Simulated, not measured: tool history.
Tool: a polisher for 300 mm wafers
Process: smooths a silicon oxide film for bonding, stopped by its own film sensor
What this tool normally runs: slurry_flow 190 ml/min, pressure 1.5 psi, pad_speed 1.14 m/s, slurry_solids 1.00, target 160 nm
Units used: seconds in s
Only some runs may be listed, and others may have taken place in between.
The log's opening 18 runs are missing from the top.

run	day	slurry_flow	pressure	pad_speed	slurry_solids	target	wafers since the last listed run	wafers polished on this pad	hours since the slurry nozzle was cleaned	hours since the head pressure was calibrated	hours since the slurry blender was calibrated	incoming thickness of the incoming film, nm	seconds
# day 54.900: head pressure recalibrated
19	56.575	190	1.5	1.40	1.00	160	337	1933	134.5	40.2	206.3	214.2	70.2
20	58.633	190	1.5	1.14	1.20	160	413	2346	183.9	89.6	255.7	212.2	70.6
21	61.246	190	1.5	1.14	1.00	147	525	2871	246.6	152.3	318.4	211.8	95.7
22	63.775	190	1.5	1.14	1.20	160	508	3380	307.3	213.0	379.1	209.1	67.9
23	65.579	190	1.2	0.88	1.20	160	362	3742	350.6	256.3	422.4	210.5	96.5
# day 67.271: worn pad replaced by a new one
# day 67.321: slurry blender recalibrated
24	67.458	190	1.5	1.14	1.15	160	333	27	395.7	301.4	3.3	212.0	74.8
25	70.771	255	1.5	1.32	1.00	160	665	693	475.2	380.9	82.8	209.3	65.3
26	74.158	190	1.5	1.14	1.00	160	680	1374	556.5	462.2	164.1	210.9	77.3
# day 75.062: slurry nozzle cleaned
27	75.933	190	1.2	1.00	0.80	150	348	1722	20.9	504.8	206.7	212.0	123.2
28	79.917	190	1.7	1.50	0.90	171	800	2522	116.5	600.4	302.3	211.5	47.2
29	83.912	190	1.8	1.14	1.00	160	803	3326	212.4	696.3	398.2	210.6	62.2
30	85.504	190	1.5	1.14	1.00	160	319	3645	250.6	734.5	436.4	210.2	74.4
# day 86.479: worn pad replaced by a new one
31	88.775	190	1.2	1.14	1.00	150	623	461	329.1	813.0	514.9	209.1	105.8

Branching from run 31: 3 alternative next runs. What would each branch give?
A	88.792	190	1.5	1.14	1.00	160	3	464	329.5	813.4	515.3	209.0	?
B	88.792	170	1.5	1.14	1.25	154	3	464	329.5	813.4	515.3	209.0	?
C	88.792	190	1.0	0.94	1.00	160	3	464	329.5	813.4	515.3	209.0	?

run	seconds
A	74.5
B	78.5
C	115.4
What these runs would have given with no unlogged condition in the tool:
run	seconds
A	68.9
B	71.9
C	106.6
